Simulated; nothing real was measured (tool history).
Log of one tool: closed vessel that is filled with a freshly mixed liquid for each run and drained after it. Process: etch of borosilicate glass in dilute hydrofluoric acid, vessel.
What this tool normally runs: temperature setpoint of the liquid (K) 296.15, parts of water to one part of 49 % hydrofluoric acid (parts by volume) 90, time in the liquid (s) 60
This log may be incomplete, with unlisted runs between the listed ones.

| run | hour | temperature setpoint of the liquid (K) | parts of water to one part of 49 % hydrofluoric acid (parts by volume) | time in the liquid (s) | read-back film thickness of the borosilicate glass reference wafer, read on the same gauge (nm) | thickness taken off the borosilicate glass on a monitor wafer (angstrom) |
|---|---|---|---|---|---|---|
| 1 | 0 | 296.15 | 125 | 60 | 120 | 175.5 |
| 2 | 36.2 | 296.15 | 90 | 75 | 120.03 | 319.7 |
| 3 | 91.3 | 296.15 | 90 | 75 | 119.97 | 316.8 |
| 4 | 148.5 | 296.15 | 75 | 60 | 120.01 | 310.7 |
| 5 | 186.8 | 296.15 | 75 | 60 | 120.03 | 311 |
| 6 | 245.2 | 296.15 | 100 | 60 | 120.01 | 227.3 |
|  | 281.5 | hydrofluoric acid flow meter replaced |
| 7 | 287.2 | 296.15 | 100 | 60 | 119.99 | 222.9 |
| 8 | 322.5 | 296.15 | 100 | 60 | 120 | 222.6 |
| 9 | 389.7 | 296.15 | 90 | 60 | 119.98 | 251.2 |
| 10 | 492.2 | 296.15 | 90 | 60 | 120 | 248.7 |
|  | 501.4 | gauge calibrated |
| 11 | 530 | 296.15 | 90 | 60 | 120 | 250.3 |
| 12 | 560.5 | 296.15 | 90 | 60 | 120.01 | 251.1 |
| 13 | 621.5 | 296.15 | 90 | 60 | 119.99 | 251.2 |
| 14 | 679 | 296.15 | 65 | 40 | 120.01 | 238.7 |
| 15 | 728.4 | 296.15 | 100 | 60 | 119.99 | 222.6 |
| 16 | 792 | 296.15 | 130 | 60 | 120.01 | 166.4 |
|  | 815.9 | hydrofluoric acid flow meter replaced |
| 17 | 844.2 | 297.65 | 55 | 80 | 119.99 | 595.2 |
| 18 | 884 | 296.15 | 70 | 30 | 120.02 | 162.7 |
|  | 914.5 | thermometer replaced |
| 19 | 914.8 | 296.15 | 50 | 60 | 120 | 481.2 |
| 20 | 953.6 | 296.15 | 90 | 60 | 120.01 | 253.1 |
| 21 | 1025.3 | 296.15 | 70 | 50 | 120.01 | 276.8 |
| 22 | 1077.7 | 296.15 | 90 | 60 | 119.99 | 253.9 |
| 23 | 1128.4 | 296.15 | 90 | 40 | 119.99 | 169.5 |
| 24 | 1166.2 | 294.15 | 90 | 50 | 119.98 | 193.7 |
| 25 | 1223 | 297.65 | 45 | 95 | 120 | 899.5 |
| 26 | 1256 | 296.15 | 75 | 60 | 120.02 | 310.2 |
| 27 | 1312.8 | 296.15 | 90 | 30 | 120.01 | 127.3 |
|  | 1337.3 | hydrofluoric acid flow meter replaced |
| 28 | 1375.3 | 294.15 | 90 | 60 | 119.99 | 229.9 |
| 29 | 1443 | 293.15 | 90 | 80 | 120 | 294.6 |
| 30 | 1489.4 | 296.15 | 90 | 90 | 120 | 375.2 |
| 31 | 1521.8 | 299.65 | 90 | 60 | 120 | 287 |
| 32 | 1580.9 | 296.15 | 90 | 60 | 120 | 250.6 |
| 33 | 1624.7 | 296.15 | 70 | 60 | 119.99 | 329.7 |

4 options for the next run, each taken on its own from the tool as it stands now. Forecast them:
| A | 1625.4 | 296.15 | 90 | 95 | ? | ? |
| B | 1625.4 | 299.15 | 90 | 50 | ? | ? |
| C | 1625.4 | 297.65 | 90 | 60 | ? | ? |
| D | 1625.4 | 292.65 | 90 | 60 | ? | ? |

| run | read-back film thickness of the borosilicate glass reference wafer, read on the same gauge (nm) | thickness taken off the borosilicate glass on a monitor wafer (angstrom) |
|---|---|---|
| A | 120.01 | 395.2 |
| B | 120.01 | 234.4 |
| C | 120.01 | 265.1 |
| D | 120.01 | 216.2 |
Had the tool no hidden state, the same runs would have come out as:
| run | thickness taken off the borosilicate glass on a monitor wafer (angstrom) |
|---|---|
| A | 396.6 |
| B | 235.2 |
| C | 266 |
| D | 217.1 |
